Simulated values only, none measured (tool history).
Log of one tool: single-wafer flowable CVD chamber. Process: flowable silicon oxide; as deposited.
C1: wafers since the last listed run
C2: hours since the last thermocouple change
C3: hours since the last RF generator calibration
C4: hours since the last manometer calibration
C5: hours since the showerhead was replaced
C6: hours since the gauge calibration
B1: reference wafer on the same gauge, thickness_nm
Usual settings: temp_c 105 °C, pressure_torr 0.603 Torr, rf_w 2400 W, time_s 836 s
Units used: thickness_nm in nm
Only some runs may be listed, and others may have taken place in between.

run 1 day=0 | temp_c=96 pressure_torr=0.603 rf_w=2400 time_s=836 | C1=0 C2=1425.1 C3=866.4 C4=2186.8 C5=3510.7 C6=1367.8 | B1=254.204 | thickness_nm=380.075
-- day=0.838 showerhead replaced
run 2 day=2.704 | temp_c=96 pressure_torr=0.603 rf_w=2400 time_s=836 | C1=139 C2=1490 C3=931.3 C4=2251.7 C5=44.8 C6=1432.7 | B1=253.813 | thickness_nm=381.185
run 3 day=4.833 | temp_c=96 pressure_torr=0.603 rf_w=2400 time_s=836 | C1=125 C2=1541.1 C3=982.4 C4=2302.8 C5=95.9 C6=1483.8 | B1=253.984 | thickness_nm=380.797
-- day=6.242 gauge calibrated
-- day=7.371 capacitance manometer re-zeroed and calibrated
run 4 day=10.971 | temp_c=105 pressure_torr=0.603 rf_w=2400 time_s=836 | C1=341 C2=1688.4 C3=1129.7 C4=86.4 C5=243.2 C6=113.5 | B1=254.156 | thickness_nm=291.763
run 5 day=13.121 | temp_c=105 pressure_torr=0.603 rf_w=2400 time_s=836 | C1=126 C2=1740 C3=1181.3 C4=138 C5=294.8 C6=165.1 | B1=253.794 | thickness_nm=294.846
run 6 day=15.362 | temp_c=105 pressure_torr=0.603 rf_w=2400 time_s=836 | C1=131 C2=1793.8 C3=1235.1 C4=191.8 C5=348.6 C6=218.9 | B1=254.337 | thickness_nm=295.479
run 7 day=18.125 | temp_c=105 pressure_torr=0.658 rf_w=2400 time_s=836 | C1=162 C2=1860.1 C3=1301.4 C4=258.1 C5=414.9 C6=285.2 | B1=253.975 | thickness_nm=318.101
-- day=18.788 thermocouple changed; heater temperature recalibrated
run 8 day=20.283 | temp_c=105 pressure_torr=0.603 rf_w=2400 time_s=836 | C1=107 C2=35.9 C3=1353.2 C4=309.9 C5=466.7 C6=337 | B1=254.148 | thickness_nm=291.903
run 9 day=21.342 | temp_c=105 pressure_torr=0.603 rf_w=2265 time_s=977 | C1=62 C2=61.3 C3=1378.6 C4=335.3 C5=492.1 C6=362.4 | B1=253.841 | thickness_nm=336.454
run 10 day=22.821 | temp_c=105 pressure_torr=0.603 rf_w=2400 time_s=836 | C1=87 C2=96.8 C3=1414.1 C4=370.8 C5=527.6 C6=397.9 | B1=253.946 | thickness_nm=292.904
run 11 day=25.375 | temp_c=112 pressure_torr=0.603 rf_w=2580 time_s=960 | C1=150 C2=158.1 C3=1475.4 C4=432.1 C5=588.9 C6=459.2 | B1=254.269 | thickness_nm=278.434
run 12 day=27.246 | temp_c=105 pressure_torr=0.603 rf_w=2400 time_s=935 | C1=110 C2=203 C3=1520.3 C4=477 C5=633.8 C6=504.1 | B1=254.037 | thickness_nm=327.792
run 13 day=28.329 | temp_c=105 pressure_torr=0.537 rf_w=2400 time_s=836 | C1=63 C2=229 C3=1546.3 C4=503 C5=659.8 C6=530.1 | B1=254.163 | thickness_nm=262.474
run 14 day=29.446 | temp_c=105 pressure_torr=0.603 rf_w=2070 time_s=701 | C1=65 C2=255.8 C3=1573.1 C4=529.8 C5=686.6 C6=556.9 | B1=253.748 | thickness_nm=240.283
run 15 day=31.329 | temp_c=95 pressure_torr=0.481 rf_w=2560 time_s=892 | C1=110 C2=301 C3=1618.3 C4=575 C5=731.8 C6=602.1 | B1=254.275 | thickness_nm=338.961
run 16 day=32.883 | temp_c=99 pressure_torr=0.603 rf_w=2200 time_s=836 | C1=91 C2=338.3 C3=1655.6 C4=612.3 C5=769.1 C6=639.4 | B1=253.949 | thickness_nm=343.522
-- day=34.638 RF generator calibrated
run 17 day=34.804 | temp_c=105 pressure_torr=0.542 rf_w=2875 time_s=836 | C1=93 C2=384.4 C3=4 C4=658.4 C5=815.2 C6=685.5 | B1=253.76 | thickness_nm=272.342
run 18 day=37.762 | temp_c=110 pressure_torr=0.549 rf_w=1950 time_s=836 | C1=174 C2=455.4 C3=75 C4=729.4 C5=886.2 C6=756.5 | B1=253.739 | thickness_nm=224.477
run 19 day=38.862 | temp_c=95 pressure_torr=0.603 rf_w=2400 time_s=728 | C1=64 C2=481.8 C3=101.4 C4=755.8 C5=912.6 C6=782.9 | B1=253.715 | thickness_nm=342.635
run 20 day=40.712 | temp_c=105 pressure_torr=0.726 rf_w=2600 time_s=836 | C1=108 C2=526.2 C3=145.8 C4=800.2 C5=957 C6=827.3 | B1=254.095 | thickness_nm=356.163
run 21 day=41.733 | temp_c=105 pressure_torr=0.603 rf_w=2400 time_s=729 | C1=60 C2=550.7 C3=170.3 C4=824.7 C5=981.5 C6=851.8 | B1=254.322 | thickness_nm=256.476
run 22 day=43.888 | temp_c=105 pressure_torr=0.603 rf_w=2400 time_s=772 | C1=126 C2=602.4 C3=222 C4=876.4 C5=1033.2 C6=903.5 | B1=254.073 | thickness_nm=269.137
run 23 day=45.296 | temp_c=105 pressure_torr=0.603 rf_w=2400 time_s=836 | C1=82 C2=636.2 C3=255.8 C4=910.2 C5=1067 C6=937.3 | B1=254.037 | thickness_nm=292.674
run 24 day=47.8 | temp_c=105 pressure_torr=0.714 rf_w=2655 time_s=752 | C1=147 C2=696.3 C3=315.9 C4=970.3 C5=1127.1 C6=997.4 | B1=254.427 | thickness_nm=315.334
run 25 day=50.579 | temp_c=105 pressure_torr=0.603 rf_w=2400 time_s=836 | C1=163 C2=763 C3=382.6 C4=1037 C5=1193.8 C6=1064.1 | B1=253.87 | thickness_nm=291.121
run 26 day=51.658 | temp_c=105 pressure_torr=0.603 rf_w=2400 time_s=836 | C1=63 C2=788.9 C3=408.5 C4=1062.9 C5=1219.7 C6=1090 | B1=253.771 | thickness_nm=294.856
run 27 day=54.033 | temp_c=105 pressure_torr=0.603 rf_w=2400 time_s=836 | C1=139 C2=845.9 C3=465.5 C4=1119.9 C5=1276.7 C6=1147 | B1=253.826 | thickness_nm=292.652
run 28 day=55.479 | temp_c=109 pressure_torr=0.603 rf_w=2400 time_s=836 | C1=85 C2=880.6 C3=500.2 C4=1154.6 C5=1311.4 C6=1181.7 | B1=254.136 | thickness_nm=261.474

Across each entry between runs, compare the hidden state at the last listed run before it with the hidden state at the first listed run after it:
Run 1 -> run 2: showerhead replaced (day 0.838)
  no hidden state differs between the two runs
Run 3 -> run 4: gauge calibrated (day 6.242); capacitance manometer re-zeroed and calibrated (day 7.371)
  no hidden state differs between the two runs
Run 7 -> run 8: thermocouple changed; heater temperature recalibrated (day 18.788)
  no hidden state differs between the two runs
Run 16 -> run 17: RF generator calibrated (day 34.638)
  no hidden state differs between the two runs
